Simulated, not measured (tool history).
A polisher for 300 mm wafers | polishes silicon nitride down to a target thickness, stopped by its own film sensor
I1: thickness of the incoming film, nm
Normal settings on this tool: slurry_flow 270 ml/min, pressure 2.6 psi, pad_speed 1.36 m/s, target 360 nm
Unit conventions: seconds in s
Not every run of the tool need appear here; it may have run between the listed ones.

{"run": 1, "day": 0.0, "slurry_flow": 270, "pressure": 2.6, "pad_speed": 1.36, "target": 360, "I1": 550.1, "seconds": 95.8}
{"run": 2, "day": 1.479, "slurry_flow": 270, "pressure": 2.6, "pad_speed": 1.36, "target": 360, "I1": 561.5, "seconds": 102.6}
{"run": 3, "day": 2.517, "slurry_flow": 270, "pressure": 2.6, "pad_speed": 1.36, "target": 360, "I1": 557.8, "seconds": 101.2}
{"run": 4, "day": 3.521, "slurry_flow": 270, "pressure": 2.6, "pad_speed": 1.36, "target": 360, "I1": 564.3, "seconds": 100.3}
{"run": 5, "day": 4.788, "slurry_flow": 270, "pressure": 2.6, "pad_speed": 1.36, "target": 360, "I1": 556.9, "seconds": 98.5}
{"run": 6, "day": 6.146, "slurry_flow": 240, "pressure": 2.1, "pad_speed": 1.36, "target": 360, "I1": 558.4, "seconds": 113.7}
{"run": 7, "day": 6.788, "slurry_flow": 240, "pressure": 2.1, "pad_speed": 1.36, "target": 360, "I1": 557.1, "seconds": 112}
{"run": 8, "day": 7.858, "slurry_flow": 240, "pressure": 2.1, "pad_speed": 1.36, "target": 360, "I1": 556.4, "seconds": 113.4}
{"run": 9, "day": 8.554, "slurry_flow": 335, "pressure": 2.6, "pad_speed": 1.36, "target": 360, "I1": 562.1, "seconds": 99.3}
{"run": 10, "day": 9.608, "slurry_flow": 335, "pressure": 2.6, "pad_speed": 1.36, "target": 360, "I1": 562.3, "seconds": 98.8}
{"run": 11, "day": 10.308, "slurry_flow": 270, "pressure": 2.6, "pad_speed": 1.36, "target": 360, "I1": 550.3, "seconds": 93.2}
{"run": 12, "day": 11.738, "slurry_flow": 270, "pressure": 2.6, "pad_speed": 1.36, "target": 360, "I1": 555.8, "seconds": 97.7}
{"run": 13, "day": 13.212, "slurry_flow": 270, "pressure": 2.6, "pad_speed": 1.36, "target": 360, "I1": 553.7, "seconds": 98.6}
{"run": 14, "day": 15.196, "slurry_flow": 230, "pressure": 3.2, "pad_speed": 1.82, "target": 402, "I1": 569.9, "seconds": 58.3}
{"run": 15, "day": 16.512, "slurry_flow": 355, "pressure": 3.4, "pad_speed": 1.52, "target": 422, "I1": 559.9, "seconds": 51.8}
{"run": 16, "day": 17.908, "slurry_flow": 360, "pressure": 3, "pad_speed": 1.78, "target": 342, "I1": 569.7, "seconds": 83.2}
{"run": 17, "day": 18.838, "slurry_flow": 270, "pressure": 2.6, "pad_speed": 1.36, "target": 360, "I1": 558.2, "seconds": 102.3}
{"run": 18, "day": 19.929, "slurry_flow": 360, "pressure": 3.4, "pad_speed": 1.72, "target": 422, "I1": 553.8, "seconds": 47}
{"run": 19, "day": 20.996, "slurry_flow": 240, "pressure": 2.1, "pad_speed": 1.36, "target": 360, "I1": 553.7, "seconds": 116.7}
{"run": 20, "day": 21.662, "slurry_flow": 270, "pressure": 2.6, "pad_speed": 1.36, "target": 360, "I1": 552.9, "seconds": 95.5}
{"run": 21, "day": 22.304, "slurry_flow": 270, "pressure": 2.6, "pad_speed": 1.06, "target": 426, "I1": 562.1, "seconds": 79.9}
{"run": 22, "day": 23.196, "slurry_flow": 270, "pressure": 2.4, "pad_speed": 1.36, "target": 311, "I1": 559.3, "seconds": 132.6}
{"run": 23, "day": 24.333, "slurry_flow": 270, "pressure": 2.6, "pad_speed": 1.36, "target": 360, "I1": 564.9, "seconds": 104.3}
{"run": 24, "day": 25.362, "slurry_flow": 270, "pressure": 2.6, "pad_speed": 1.36, "target": 389, "I1": 567.3, "seconds": 91.2}
{"run": 25, "day": 26.025, "slurry_flow": 180, "pressure": 2.6, "pad_speed": 1.36, "target": 360, "I1": 560.8, "seconds": 106.9}
{"run": 26, "day": 26.921, "slurry_flow": 335, "pressure": 1.7, "pad_speed": 1.36, "target": 336, "I1": 553.8, "seconds": 148.3}
{"run": 27, "day": 27.975, "slurry_flow": 270, "pressure": 2.6, "pad_speed": 1.36, "target": 360, "I1": 559.4, "seconds": 100.8}

Not shown: 7 entries that the log had between the listed runs. Between which runs, and how does the tool's hidden state differ before and after?
From run 3 to run 4: worn pad replaced by a new one (day 3.262)
  removal rate lost through wear of the pad, %: 4.42 -> 0.155
  difference, measured minus the result without the unlogged condition, seconds: +4.5 -> +0.2 s
From run 8 to run 9: worn pad replaced by a new one (day 8.533)
  removal rate lost through wear of the pad, %: 3.56 -> 0.259
  difference, measured minus the result without the unlogged condition, seconds: +4 -> +0.3 s
From run 13 to run 14: worn pad replaced by a new one (day 14.429)
  removal rate lost through wear of the pad, %: 3.8 -> 0.844
  difference, measured minus the result without the unlogged condition, seconds: +3.7 -> +0.5 s
From run 14 to run 15: slurry nozzle cleaned (day 15.692)
  removal rate lost through wear of the pad, %: 0.844 -> 1.45
  difference, measured minus the result without the unlogged condition, seconds: +0.5 -> +0.7 s
From run 18 to run 19: head pressure recalibrated (day 20.271); worn pad replaced by a new one, of another model than before (day 20.496)
  removal rate lost through wear of the pad, %: 5.64 -> 1.39
  difference, measured minus the result without the unlogged condition, seconds: +2.7 -> +1.6 s
From run 24 to run 25: worn pad replaced by a new one (day 25.746)
  removal rate lost through wear of the pad, %: 5.18 -> 1.24
  difference, measured minus the result without the unlogged condition, seconds: +4.7 -> +1.4 s
